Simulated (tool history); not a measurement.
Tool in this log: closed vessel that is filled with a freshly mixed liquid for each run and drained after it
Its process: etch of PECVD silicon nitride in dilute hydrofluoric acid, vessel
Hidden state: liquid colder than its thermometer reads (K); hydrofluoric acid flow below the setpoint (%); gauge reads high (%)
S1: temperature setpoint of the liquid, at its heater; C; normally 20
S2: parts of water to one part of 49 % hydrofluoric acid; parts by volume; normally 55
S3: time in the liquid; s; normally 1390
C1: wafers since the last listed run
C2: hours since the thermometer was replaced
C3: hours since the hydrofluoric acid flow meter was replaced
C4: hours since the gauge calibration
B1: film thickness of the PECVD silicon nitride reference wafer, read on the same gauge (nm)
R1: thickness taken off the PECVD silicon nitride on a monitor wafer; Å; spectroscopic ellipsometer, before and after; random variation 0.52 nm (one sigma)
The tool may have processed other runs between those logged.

| run | day | S1 | S2 | S3 | C1 | C2 | C3 | C4 | B1 | R1 |
|---|---|---|---|---|---|---|---|---|---|---|
| 1 | 0.000 | 20 | 55 | 765 | 0 | 1751.3 | 587.6 | 116.9 | 129.98 | 279.2 |
| 2 | 0.546 | 20 | 55 | 975 | 494 | 1764.4 | 600.7 | 130.0 | 130.03 | 352.6 |
| 3 | 1.196 | 20 | 45 | 1390 | 589 | 1780.0 | 616.3 | 145.6 | 130.01 | 615.6 |
| 4 | 1.479 | 20 | 45 | 1390 | 256 | 1786.8 | 623.1 | 152.4 | 129.98 | 621.8 |
| 5 | 1.879 | 20 | 75 | 1390 | 362 | 1796.4 | 632.7 | 162.0 | 130.00 | 376.5 |
| 6 | 2.271 | 20 | 55 | 1390 | 355 | 1805.8 | 642.1 | 171.4 | 129.98 | 502.9 |
| 7 | 3.012 | 20 | 55 | 1390 | 672 | 1823.6 | 659.9 | 189.2 | 130.02 | 499.1 |
| 8 | 3.412 | 20 | 55 | 2045 | 362 | 1833.2 | 669.5 | 198.8 | 130.04 | 756.1 |
| 9 | 3.788 | 20 | 55 | 2045 | 340 | 1842.2 | 678.5 | 207.8 | 130.00 | 742.6 |
| 10 | 4.271 | 20 | 55 | 1390 | 438 | 1853.8 | 690.1 | 219.4 | 129.98 | 505.4 |
| 11 | 4.571 | 20 | 55 | 1390 | 272 | 1861.0 | 697.3 | 226.6 | 130.01 | 505.8 |
|  | 4.775 | hydrofluoric acid flow meter replaced |
| 12 | 5.033 | 20 | 55 | 1390 | 381 | 1872.1 | 6.2 | 237.7 | 130.00 | 511.5 |
| 13 | 5.354 | 24 | 55 | 605 | 290 | 1879.8 | 13.9 | 245.4 | 130.01 | 291.7 |
| 14 | 5.717 | 20 | 55 | 1390 | 328 | 1888.5 | 22.6 | 254.1 | 130.02 | 501.4 |
| 15 | 6.317 | 18 | 55 | 1390 | 544 | 1902.9 | 37.0 | 268.5 | 130.04 | 431.1 |

What does the tool deliver on the next run?
| 16 | 6.754 | 24 | 65 | 1390 | 396 | 1913.4 | 47.5 | 279.0 | ? | ? |

{"run 16": {"B1": 129.96, "R1": 562.1}}
Minus the tool's unlogged condition, the same run would have read R1 661.5 Å.

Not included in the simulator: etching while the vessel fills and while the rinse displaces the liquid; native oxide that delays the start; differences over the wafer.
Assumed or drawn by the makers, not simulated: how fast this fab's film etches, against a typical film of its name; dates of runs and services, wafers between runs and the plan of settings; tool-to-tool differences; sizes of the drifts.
